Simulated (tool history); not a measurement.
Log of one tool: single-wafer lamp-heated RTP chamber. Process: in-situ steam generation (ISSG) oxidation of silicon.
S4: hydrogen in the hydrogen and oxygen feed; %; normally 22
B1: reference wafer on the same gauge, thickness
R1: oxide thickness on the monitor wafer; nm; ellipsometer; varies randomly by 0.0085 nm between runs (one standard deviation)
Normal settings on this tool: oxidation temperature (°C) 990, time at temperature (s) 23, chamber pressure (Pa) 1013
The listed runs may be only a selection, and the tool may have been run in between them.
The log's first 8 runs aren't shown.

{"run": 9, "hour": 382.5, "oxidation temperature (°C)": 990, "time at temperature (s)": 23, "chamber pressure (Pa)": 1013, "S4": 22, "B1": 4.759, "R1": 5.699}
{"run": 10, "hour": 453.6, "oxidation temperature (°C)": 990, "time at temperature (s)": 23, "chamber pressure (Pa)": 1013, "S4": 22, "B1": 4.76, "R1": 5.738}
{"run": 11, "hour": 481.2, "oxidation temperature (°C)": 975, "time at temperature (s)": 23, "chamber pressure (Pa)": 1013, "S4": 20, "B1": 4.759, "R1": 5.312}
{"run": 12, "hour": 525.6, "oxidation temperature (°C)": 990, "time at temperature (s)": 23, "chamber pressure (Pa)": 1013, "S4": 22, "B1": 4.76, "R1": 5.767}
{"hour": 540.5, "done": "pyrometer window cleaned and pyrometer calibrated"}
{"run": 13, "hour": 569.3, "oxidation temperature (°C)": 990, "time at temperature (s)": 23, "chamber pressure (Pa)": 1013, "S4": 22, "B1": 4.761, "R1": 5.696}
{"run": 14, "hour": 628.6, "oxidation temperature (°C)": 990, "time at temperature (s)": 23, "chamber pressure (Pa)": 1013, "S4": 22, "B1": 4.759, "R1": 5.7}
{"run": 15, "hour": 684.6, "oxidation temperature (°C)": 990, "time at temperature (s)": 23, "chamber pressure (Pa)": 1013, "S4": 22, "B1": 4.76, "R1": 5.706}
{"hour": 712.7, "done": "pressure gauge zeroed"}
{"run": 16, "hour": 739.4, "oxidation temperature (°C)": 990, "time at temperature (s)": 26, "chamber pressure (Pa)": 1080, "S4": 18, "B1": 4.76, "R1": 5.79}
{"run": 17, "hour": 770.5, "oxidation temperature (°C)": 990, "time at temperature (s)": 23, "chamber pressure (Pa)": 1013, "S4": 22, "B1": 4.758, "R1": 5.733}
{"run": 18, "hour": 817.8, "oxidation temperature (°C)": 990, "time at temperature (s)": 19, "chamber pressure (Pa)": 1147, "S4": 30, "B1": 4.76, "R1": 5.666}
{"run": 19, "hour": 844.5, "oxidation temperature (°C)": 990, "time at temperature (s)": 23, "chamber pressure (Pa)": 1013, "S4": 22, "B1": 4.763, "R1": 5.772}
{"hour": 873.7, "done": "pyrometer window cleaned and pyrometer calibrated"}
{"run": 20, "hour": 878.6, "oxidation temperature (°C)": 990, "time at temperature (s)": 23, "chamber pressure (Pa)": 1107, "S4": 22, "B1": 4.76, "R1": 5.699}
{"hour": 906.1, "done": "gauge calibrated"}
{"hour": 935.0, "done": "hydrogen flow controller replaced"}
{"run": 21, "hour": 935.9, "oxidation temperature (°C)": 976, "time at temperature (s)": 16, "chamber pressure (Pa)": 920, "S4": 16, "B1": 4.761, "R1": 4.267}
{"run": 22, "hour": 1117.1, "oxidation temperature (°C)": 990, "time at temperature (s)": 30, "chamber pressure (Pa)": 1013, "S4": 22, "B1": 4.761, "R1": 6.529}
{"run": 23, "hour": 1151.3, "oxidation temperature (°C)": 973, "time at temperature (s)": 23, "chamber pressure (Pa)": 1013, "S4": 18, "B1": 4.76, "R1": 5.141}
{"hour": 1172.5, "done": "pyrometer window cleaned and pyrometer calibrated"}
{"run": 24, "hour": 1201.6, "oxidation temperature (°C)": 996, "time at temperature (s)": 14, "chamber pressure (Pa)": 1147, "S4": 22, "B1": 4.76, "R1": 4.657}
{"run": 25, "hour": 1259.3, "oxidation temperature (°C)": 990, "time at temperature (s)": 23, "chamber pressure (Pa)": 920, "S4": 25, "B1": 4.76, "R1": 5.873}
{"run": 26, "hour": 1318.6, "oxidation temperature (°C)": 990, "time at temperature (s)": 23, "chamber pressure (Pa)": 1093, "S4": 31, "B1": 4.759, "R1": 6.216}
{"run": 27, "hour": 1352.0, "oxidation temperature (°C)": 990, "time at temperature (s)": 23, "chamber pressure (Pa)": 1013, "S4": 22, "B1": 4.761, "R1": 5.718}
{"run": 28, "hour": 1388.8, "oxidation temperature (°C)": 975, "time at temperature (s)": 28, "chamber pressure (Pa)": 1013, "S4": 22, "B1": 4.759, "R1": 5.932}
{"run": 29, "hour": 1431.3, "oxidation temperature (°C)": 990, "time at temperature (s)": 23, "chamber pressure (Pa)": 1013, "S4": 22, "B1": 4.759, "R1": 5.757}
{"hour": 1461.3, "done": "pyrometer window cleaned and pyrometer calibrated"}
{"run": 30, "hour": 1485.3, "oxidation temperature (°C)": 996, "time at temperature (s)": 18, "chamber pressure (Pa)": 933, "S4": 22, "B1": 4.758, "R1": 5.192}

Forecast each of these 4 alternatives for the next run:
{"run": "A", "hour": 1485.7, "oxidation temperature (°C)": 990, "time at temperature (s)": 23, "chamber pressure (Pa)": 1013, "S4": 22, "B1": "?", "R1": "?"}
{"run": "B", "hour": 1485.7, "oxidation temperature (°C)": 999, "time at temperature (s)": 17, "chamber pressure (Pa)": 1013, "S4": 15, "B1": "?", "R1": "?"}
{"run": "C", "hour": 1485.7, "oxidation temperature (°C)": 970, "time at temperature (s)": 23, "chamber pressure (Pa)": 1013, "S4": 22, "B1": "?", "R1": "?"}
{"run": "D", "hour": 1485.7, "oxidation temperature (°C)": 990, "time at temperature (s)": 14, "chamber pressure (Pa)": 1013, "S4": 22, "B1": "?", "R1": "?"}

run=A B1=4.761 R1=5.710
run=B B1=4.761 R1=4.709
run=C B1=4.761 R1=5.297
run=D B1=4.761 R1=4.585
What these runs would have given with no unlogged condition in the tool:
run=A R1=5.709
run=B R1=4.708
run=C R1=5.296
run=D R1=4.585

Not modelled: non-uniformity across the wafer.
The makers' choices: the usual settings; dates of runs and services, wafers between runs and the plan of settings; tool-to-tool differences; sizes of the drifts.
